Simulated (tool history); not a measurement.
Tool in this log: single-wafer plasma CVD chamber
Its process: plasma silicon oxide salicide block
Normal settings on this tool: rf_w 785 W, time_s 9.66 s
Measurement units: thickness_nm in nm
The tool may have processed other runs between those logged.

run    hour  rf_w  time_s  wafers since the last listed run  hours since the last RF generator calibration  hours since the showerhead was replaced  hours since the gauge calibration  read-back reference wafer on the same gauge, thickness_nm  thickness_nm
  1       0   785   10.45                                 0                                            980                                   2877.6                              932.8                                                     80.792       101.168
  2    97.5   785   10.45                              1316                                         1077.5                                   2975.1                             1030.3                                                     80.813        99.423
  3   202.8   785    9.66                              1421                                         1182.8                                   3080.4                             1135.6                                                     80.727        92.797
  4   276.9   785    9.66                              1000                                         1256.9                                   3154.5                             1209.7                                                     80.841        92.552
  5   313.1   785    9.66                               488                                         1293.1                                   3190.7                             1245.9                                                     80.769        92.226
  6   356.8   785    9.66                               589                                         1336.8                                   3234.4                             1289.6                                                      80.71        91.924
  7   443.6   785    9.66                              1171                                         1423.6                                   3321.2                             1376.4                                                     80.869        90.841
  8   505.9   785    9.66                               840                                         1485.9                                   3383.5                             1438.7                                                     80.922        92.039
  9   567.5   785   10.57                               831                                         1547.5                                   3445.1                             1500.3                                                     80.716       100.275
 10   655.4   785   10.57                              1186                                         1635.4                                     3533                             1588.2                                                     80.799       100.385
 11   728.8   785    9.66                               990                                         1708.8                                   3606.4                             1661.6                                                     80.787        91.374
 12   828.5   785    9.66                              1345                                         1808.5                                   3706.1                             1761.3                                                     80.788        90.982
 13   868.9   785    9.66                               545                                         1848.9                                   3746.5                             1801.7                                                     80.835        92.152
 14   926.3   785    9.66                               774                                         1906.3                                   3803.9                             1859.1                                                     80.702        91.674
 15  1076.8   785    9.66                              2031                                         2056.8                                   3954.4                             2009.6                                                     80.894        90.718
 16  1171.5   785    9.66                              1278                                         2151.5                                   4049.1                             2104.3                                                     80.865        90.153
       1208  -- gauge calibrated
     1238.7  -- RF generator calibrated
 17  1251.3   785    9.66                               969                                           12.6                                   4128.9                               43.3                                                     80.842        93.193
 18  1299.3   785    9.66                               647                                           60.6                                   4176.9                               91.3                                                     80.705        93.051
 19  1462.1   850    9.11                              2197                                          223.4                                   4339.7                              254.1                                                     80.734        90.694
 20  1527.1   730    8.26                               877                                          288.4                                   4404.7                              319.1                                                     80.842         77.52
 21    1566   785    9.66                               525                                          327.3                                   4443.6                                358                                                     80.754        93.597
     1620.2  -- showerhead replaced
 22  1651.3   935    9.66                              1043                                          412.6                                     31.1                              443.3                                                     80.709        98.973
 23  1730.6   740   10.19                              1070                                          491.9                                    110.4                              522.6                                                     80.772        96.714
 24  1769.9   660    7.84                               530                                          531.2                                    149.7                              561.9                                                      80.85         71.77
 25  1859.5   700    9.66                              1209                                          620.8                                    239.3                              651.5                                                     80.781        89.996
 26  1903.1   720    8.35                               588                                          664.4                                    282.9                              695.1                                                     80.775        78.059
 27  2053.1   940    7.87                              2024                                          814.4                                    432.9                              845.1                                                     80.796        80.991
 28  2099.9   735    8.76                               631                                          861.2                                    479.7                              891.9                                                     80.762        83.207
 29  2152.6   785   11.33                               711                                          913.9                                    532.4                              944.6                                                     80.799       109.152
 30  2234.2   720    8.32                              1101                                          995.5                                      614                             1026.2                                                     80.754        78.148
 31    2310   900    9.07                              1023                                         1071.3                                    689.8                               1102                                                     80.751         90.96
 32  2365.8   785    8.51                               753                                         1127.1                                    745.6                             1157.8                                                     80.908        81.013
 33  2464.7   725   10.85                              1334                                           1226                                    844.5                             1256.7                                                     80.809       100.242
 34  2776.4   785    9.66                              4207                                         1537.7                                   1156.2                             1568.4                                                     80.751        91.819
 35  2863.5   785    9.66                              1175                                         1624.8                                   1243.3                             1655.5                                                     80.844        91.777
 36    2913   935   10.68                               668                                         1674.3                                   1292.8                               1705                                                     80.866       108.032

For each run, the measured value with the value that run would have given without the tool's hidden condition subtracted. The run-to-run variation is shared by both, the gauge scatter possibly not:
The hidden state here: delivered RF power above the setpoint (%); gauge reads high (%).
run  thickness_nm
  1        -0.938
  2        -1.055
  3        -1.132
  4        -1.242
  5        -1.295
  6        -1.362
  7        -1.495
  8        -1.629
  9        -1.903
 10          -2.1
 11        -2.069
 12        -2.285
 13        -2.411
 14         -2.54
 15        -2.904
 16        -3.151
 17         -0.16
 18        -0.161
 19        -0.185
 20        -0.175
 21        -0.225
 22        -0.278
 23        -0.316
 24        -0.253
 25        -0.378
 26        -0.357
 27        -0.487
 28        -0.542
 29        -0.779
 30        -0.638
 31        -0.837
 32        -0.811
 33        -1.159
 34        -1.598
 35        -1.771
 36        -2.207
